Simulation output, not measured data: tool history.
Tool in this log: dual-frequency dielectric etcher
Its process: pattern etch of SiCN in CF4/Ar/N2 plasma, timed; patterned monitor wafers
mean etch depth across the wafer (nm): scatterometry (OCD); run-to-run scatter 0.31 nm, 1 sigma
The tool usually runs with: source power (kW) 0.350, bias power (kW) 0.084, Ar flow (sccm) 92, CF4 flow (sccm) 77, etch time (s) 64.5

run    hour  source power (kW)  bias power (kW)  Ar flow (sccm)  CF4 flow (sccm)  etch time (s)  wafers since the last listed run  hours since the last wet clean  hours since the last source power generator calibration  hours since the last bias power generator calibration  hours since the last Ar flow controller change  hours since the last CF4 flow controller change  hours since the last upper electrode change  hours since the gauge calibration  read-back reference wafer on the same gauge, depth_nm  mean etch depth across the wafer (nm)
  1     0.0              0.350            0.105              92               77           64.5                                 0                           388.5                                                    805.6                                                 3891.6                                           393.8                                            512.8                                        473.8                             2350.1                                                  54.69                                  49.44
  2    31.5              0.350            0.084              92               77           64.5                               368                           420.0                                                    837.1                                                 3923.1                                           425.3                                            544.3                                        505.3                             2381.6                                                  54.66                                  45.45
       38.6  -- gauge calibrated
  3    87.9              0.350            0.084              92               61           64.5                               659                           476.4                                                    893.5                                                 3979.5                                           481.7                                            600.7                                        561.7                               49.3                                                  54.52                                  43.68
  4   127.0              0.350            0.084              81               77           64.5                               457                           515.5                                                    932.6                                                 4018.6                                           520.8                                            639.8                                        600.8                               88.4                                                  54.67                                  46.14
      206.0  -- wet clean of the chamber
  5   206.5              0.320            0.084              92               77           64.5                               648                             0.5                                                   1012.1                                                 4098.1                                           600.3                                            719.3                                        680.3                              167.9                                                  54.64                                  43.64
  6   229.1              0.350            0.093              92               77           74.5                               264                            23.1                                                   1034.7                                                 4120.7                                           622.9                                            741.9                                        702.9                              190.5                                                  54.65                                  56.36
  7   300.2              0.350            0.094              92               77           64.5                               831                            94.2                                                   1105.8                                                 4191.8                                           694.0                                            813.0                                        774.0                              261.6                                                  54.54                                  48.67
  8   361.5              0.350            0.100              92               77           64.5                               716                           155.5                                                   1167.1                                                 4253.1                                           755.3                                            874.3                                        835.3                              322.9                                                  54.59                                  49.56
      420.1  -- bias power generator calibrated
  9   550.1              0.380            0.084              92               77           81.0                              2157                           344.1                                                   1355.7                                                  130.0                                           943.9                                           1062.9                                       1023.9                              511.5                                                  54.49                                  62.02
 10   616.6              0.350            0.103              92               77           64.5                               777                           410.6                                                   1422.2                                                  196.5                                          1010.4                                           1129.4                                       1090.4                              578.0                                                  54.62                                  48.90
 11   764.1              0.390            0.089              92               60           64.5                              1724                           558.1                                                   1569.7                                                  344.0                                          1157.9                                           1276.9                                       1237.9                              725.5                                                  54.60                                  48.57
      840.1  -- wet clean of the chamber
 12   840.6              0.350            0.084              92               77           64.5                               613                             0.5                                                   1646.2                                                  420.5                                          1234.4                                           1353.4                                       1314.4                              802.0                                                  54.54                                  46.95
 13   870.3              0.390            0.084              99               77           64.5                               347                            30.2                                                   1675.9                                                  450.2                                          1264.1                                           1383.1                                       1344.1                              831.7                                                  54.54                                  51.25
 14   895.5              0.430            0.084              70               77           69.5                               294                            55.4                                                   1701.1                                                  475.4                                          1289.3                                           1408.3                                       1369.3                              856.9                                                  54.61                                  63.13
 15   938.8              0.350            0.084              92               77           74.0                               506                            98.7                                                   1744.4                                                  518.7                                          1332.6                                           1451.6                                       1412.6                              900.2                                                  54.63                                  54.39
 16   973.5              0.350            0.084             101               77           64.5                               405                           133.4                                                   1779.1                                                  553.4                                          1367.3                                           1486.3                                       1447.3                              934.9                                                  54.76                                  46.49
 17  1042.9              0.350            0.074              92               85           71.5                               811                           202.8                                                   1848.5                                                  622.8                                          1436.7                                           1555.7                                       1516.7                             1004.3                                                  54.60                                  50.76
 18  1096.6              0.350            0.084              87               73           64.5                               627                           256.5                                                   1902.2                                                  676.5                                          1490.4                                           1609.4                                       1570.4                             1058.0                                                  54.56                                  46.82
 19  1120.7              0.350            0.064              92               77           64.5                               281                           280.6                                                   1926.3                                                  700.6                                          1514.5                                           1633.5                                       1594.5                             1082.1                                                  54.59                                  42.37
 20  1163.4              0.350            0.084              92               77           64.5                               499                           323.3                                                   1969.0                                                  743.3                                          1557.2                                           1676.2                                       1637.2                             1124.8                                                  54.63                                  46.21

Below are 5 alternative next runs, each starting from the tool's condition after run 20. Predict each:
  A  1163.8              0.350            0.084              92               77           64.5                                 4                           323.7                                                   1969.4                                                  743.7                                          1557.6                                           1676.6                                       1637.6                             1125.2                                                      ?                                      ?
  B  1163.8              0.350            0.084              92               88           59.0                                 4                           323.7                                                   1969.4                                                  743.7                                          1557.6                                           1676.6                                       1637.6                             1125.2                                                      ?                                      ?
  C  1163.8              0.350            0.099             112               63           64.5                                 4                           323.7                                                   1969.4                                                  743.7                                          1557.6                                           1676.6                                       1637.6                             1125.2                                                      ?                                      ?
  D  1163.8              0.280            0.084              92               77           51.0                                 4                           323.7                                                   1969.4                                                  743.7                                          1557.6                                           1676.6                                       1637.6                             1125.2                                                      ?                                      ?
  E  1163.8              0.350            0.074              92               93           64.5                                 4                           323.7                                                   1969.4                                                  743.7                                          1557.6                                           1676.6                                       1637.6                             1125.2                                                      ?                                      ?

run  read-back reference wafer on the same gauge, depth_nm  mean etch depth across the wafer (nm)
  A                                                  54.59                                  45.99
  B                                                  54.59                                  42.98
  C                                                  54.59                                  45.83
  D                                                  54.59                                  29.74
  E                                                  54.59                                  45.43
The same runs, with their run-to-run variation unchanged, on a tool lacking any hidden condition would have given:
run  mean etch depth across the wafer (nm)
  A                                  47.10
  B                                  44.02
  C                                  46.94
  D                                  30.46
  E                                  46.52
